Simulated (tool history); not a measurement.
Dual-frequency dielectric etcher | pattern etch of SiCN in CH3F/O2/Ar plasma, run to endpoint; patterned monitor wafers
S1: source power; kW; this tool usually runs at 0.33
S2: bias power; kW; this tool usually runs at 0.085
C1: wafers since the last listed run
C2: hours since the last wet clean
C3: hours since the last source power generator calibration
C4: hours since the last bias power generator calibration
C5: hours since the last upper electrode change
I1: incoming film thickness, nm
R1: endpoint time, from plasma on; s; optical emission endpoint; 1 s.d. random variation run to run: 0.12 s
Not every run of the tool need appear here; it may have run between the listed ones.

{"run": 1, "day": 0.0, "S1": 0.33, "S2": 0.085, "C1": 0, "C2": 449.7, "C3": 3608, "C4": 1939.2, "C5": 2376.9, "I1": 10.43, "R1": 30.6}
{"run": 2, "day": 0.483, "S1": 0.33, "S2": 0.085, "C1": 129, "C2": 461.3, "C3": 3619.6, "C4": 1950.8, "C5": 2388.5, "I1": 10.44, "R1": 30.8}
{"run": 3, "day": 1.104, "S1": 0.33, "S2": 0.085, "C1": 166, "C2": 476.2, "C3": 3634.5, "C4": 1965.7, "C5": 2403.4, "I1": 10.4, "R1": 30.9}
{"run": 4, "day": 1.725, "S1": 0.33, "S2": 0.085, "C1": 166, "C2": 491.1, "C3": 3649.4, "C4": 1980.6, "C5": 2418.3, "I1": 10.38, "R1": 30.5}
{"run": 5, "day": 2.279, "S1": 0.33, "S2": 0.085, "C1": 148, "C2": 504.4, "C3": 3662.7, "C4": 1993.9, "C5": 2431.6, "I1": 10.5, "R1": 31}
{"run": 6, "day": 2.858, "S1": 0.33, "S2": 0.085, "C1": 155, "C2": 518.3, "C3": 3676.6, "C4": 2007.8, "C5": 2445.5, "I1": 10.43, "R1": 30.7}
{"day": 3.383, "done": "source power generator calibrated"}
{"run": 7, "day": 3.404, "S1": 0.33, "S2": 0.092, "C1": 101, "C2": 531.4, "C3": 0.5, "C4": 2020.9, "C5": 2458.6, "I1": 10.37, "R1": 29.9}
{"day": 4.808, "done": "upper electrode replaced, of another model than before"}
{"run": 8, "day": 4.829, "S1": 0.33, "S2": 0.092, "C1": 113, "C2": 565.6, "C3": 34.7, "C4": 2055.1, "C5": 0.5, "I1": 10.4, "R1": 30.2}
{"run": 9, "day": 4.842, "S1": 0.33, "S2": 0.092, "C1": 3, "C2": 565.9, "C3": 35, "C4": 2055.4, "C5": 0.8, "I1": 10.41, "R1": 30.2}
{"run": 10, "day": 4.975, "S1": 0.39, "S2": 0.099, "C1": 35, "C2": 569.1, "C3": 38.2, "C4": 2058.6, "C5": 4, "I1": 10.37, "R1": 28.2}
{"run": 11, "day": 5.229, "S1": 0.36, "S2": 0.104, "C1": 68, "C2": 575.2, "C3": 44.3, "C4": 2064.7, "C5": 10.1, "I1": 10.4, "R1": 28.6}
{"run": 12, "day": 5.675, "S1": 0.38, "S2": 0.091, "C1": 119, "C2": 585.9, "C3": 55, "C4": 2075.4, "C5": 20.8, "I1": 10.41, "R1": 29.1}
{"day": 7.1, "done": "wet clean of the chamber"}
{"run": 13, "day": 7.121, "S1": 0.35, "S2": 0.09, "C1": 119, "C2": 0.5, "C3": 89.7, "C4": 2110.1, "C5": 55.5, "I1": 10.35, "R1": 28.5}
{"run": 14, "day": 7.133, "S1": 0.28, "S2": 0.075, "C1": 3, "C2": 0.8, "C3": 90, "C4": 2110.4, "C5": 55.8, "I1": 10.33, "R1": 31.6}
{"day": 7.512, "done": "bias power generator calibrated"}
{"run": 15, "day": 7.579, "S1": 0.27, "S2": 0.073, "C1": 74, "C2": 11.5, "C3": 100.7, "C4": 1.6, "C5": 66.5, "I1": 10.44, "R1": 33}
{"run": 16, "day": 8.225, "S1": 0.37, "S2": 0.097, "C1": 172, "C2": 27, "C3": 116.2, "C4": 17.1, "C5": 82, "I1": 10.24, "R1": 27.3}
{"run": 17, "day": 8.971, "S1": 0.36, "S2": 0.078, "C1": 199, "C2": 44.9, "C3": 134.1, "C4": 35, "C5": 99.9, "I1": 10.46, "R1": 29.6}
{"run": 18, "day": 9.638, "S1": 0.33, "S2": 0.085, "C1": 178, "C2": 60.9, "C3": 150.1, "C4": 51, "C5": 115.9, "I1": 10.44, "R1": 29.9}

Each run again, without the hidden state but with its own random variation kept:
Unlogged tool condition in this case: etch rate over this chamber's usual, %; source power that arrives over what is set, %; bias power that arrives over what is set, %.
run=1 R1=29.7
run=2 R1=29.8
run=3 R1=29.9
run=4 R1=29.5
run=5 R1=29.9
run=6 R1=29.6
run=7 R1=28.7
run=8 R1=29
run=9 R1=29
run=10 R1=27.1
run=11 R1=27.5
run=12 R1=27.9
run=13 R1=28.5
run=14 R1=31.6
run=15 R1=33
run=16 R1=27.2
run=17 R1=29.5
run=18 R1=29.8
